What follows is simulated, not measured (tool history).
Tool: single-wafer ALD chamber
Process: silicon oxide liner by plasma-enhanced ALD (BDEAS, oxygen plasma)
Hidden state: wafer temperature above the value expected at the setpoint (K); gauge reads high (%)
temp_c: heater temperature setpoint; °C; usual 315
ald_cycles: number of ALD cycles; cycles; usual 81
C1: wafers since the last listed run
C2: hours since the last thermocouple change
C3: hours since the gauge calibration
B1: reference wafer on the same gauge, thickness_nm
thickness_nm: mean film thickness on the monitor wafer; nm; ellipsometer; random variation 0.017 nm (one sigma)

run 1 hour=0.0 | temp_c=327 ald_cycles=75 | C1=0 C2=1448.8 C3=109.2 | B1=7.932 | thickness_nm=6.971
run 2 hour=42.1 | temp_c=327 ald_cycles=75 | C1=121 C2=1490.9 C3=151.3 | B1=7.941 | thickness_nm=6.949
run 3 hour=83.2 | temp_c=327 ald_cycles=75 | C1=118 C2=1532.0 C3=192.4 | B1=7.929 | thickness_nm=6.976
run 4 hour=153.3 | temp_c=306 ald_cycles=81 | C1=202 C2=1602.1 C3=262.5 | B1=7.935 | thickness_nm=7.749
run 5 hour=192.2 | temp_c=306 ald_cycles=81 | C1=112 C2=1641.0 C3=301.4 | B1=7.933 | thickness_nm=7.707
run 6 hour=221.5 | temp_c=315 ald_cycles=81 | C1=84 C2=1670.3 C3=330.7 | B1=7.930 | thickness_nm=7.634
run 7 hour=280.2 | temp_c=315 ald_cycles=81 | C1=169 C2=1729.0 C3=389.4 | B1=7.942 | thickness_nm=7.642
run 8 hour=337.1 | temp_c=315 ald_cycles=81 | C1=164 C2=1785.9 C3=446.3 | B1=7.932 | thickness_nm=7.598
run 9 hour=376.3 | temp_c=315 ald_cycles=81 | C1=113 C2=1825.1 C3=485.5 | B1=7.931 | thickness_nm=7.670
run 10 hour=440.7 | temp_c=315 ald_cycles=81 | C1=186 C2=1889.5 C3=549.9 | B1=7.929 | thickness_nm=7.609
run 11 hour=486.5 | temp_c=315 ald_cycles=81 | C1=132 C2=1935.3 C3=595.7 | B1=7.931 | thickness_nm=7.643
-- hour=509.7 thermocouple changed; heater temperature recalibrated
run 12 hour=543.5 | temp_c=315 ald_cycles=81 | C1=141 C2=33.8 C3=652.7 | B1=7.933 | thickness_nm=7.644
run 13 hour=596.7 | temp_c=315 ald_cycles=81 | C1=153 C2=87.0 C3=705.9 | B1=7.930 | thickness_nm=7.649
-- hour=689.8 gauge calibrated
run 14 hour=765.6 | temp_c=326 ald_cycles=67 | C1=488 C2=255.9 C3=75.8 | B1=7.926 | thickness_nm=6.241
run 15 hour=792.4 | temp_c=304 ald_cycles=81 | C1=77 C2=282.7 C3=102.6 | B1=7.935 | thickness_nm=7.758
run 16 hour=846.9 | temp_c=328 ald_cycles=85 | C1=157 C2=337.2 C3=157.1 | B1=7.925 | thickness_nm=7.903
run 17 hour=916.1 | temp_c=315 ald_cycles=81 | C1=200 C2=406.4 C3=226.3 | B1=7.927 | thickness_nm=7.602
run 18 hour=961.5 | temp_c=315 ald_cycles=81 | C1=131 C2=451.8 C3=271.7 | B1=7.919 | thickness_nm=7.642
run 19 hour=1027.8 | temp_c=315 ald_cycles=90 | C1=191 C2=518.1 C3=338.0 | B1=7.928 | thickness_nm=8.489
run 20 hour=1087.7 | temp_c=308 ald_cycles=77 | C1=173 C2=578.0 C3=397.9 | B1=7.929 | thickness_nm=7.308
run 21 hour=1150.8 | temp_c=308 ald_cycles=97 | C1=182 C2=641.1 C3=461.0 | B1=7.926 | thickness_nm=9.219

Forecast run 22:
run 22 hour=1174.9 | temp_c=321 ald_cycles=97 | C1=69 C2=665.2 C3=485.1 | B1=? | thickness_nm=?

{"run 22": {"B1": 7.927, "thickness_nm": 9.086}}
Without the tool's hidden state the same run would have given thickness_nm 9.086 nm.
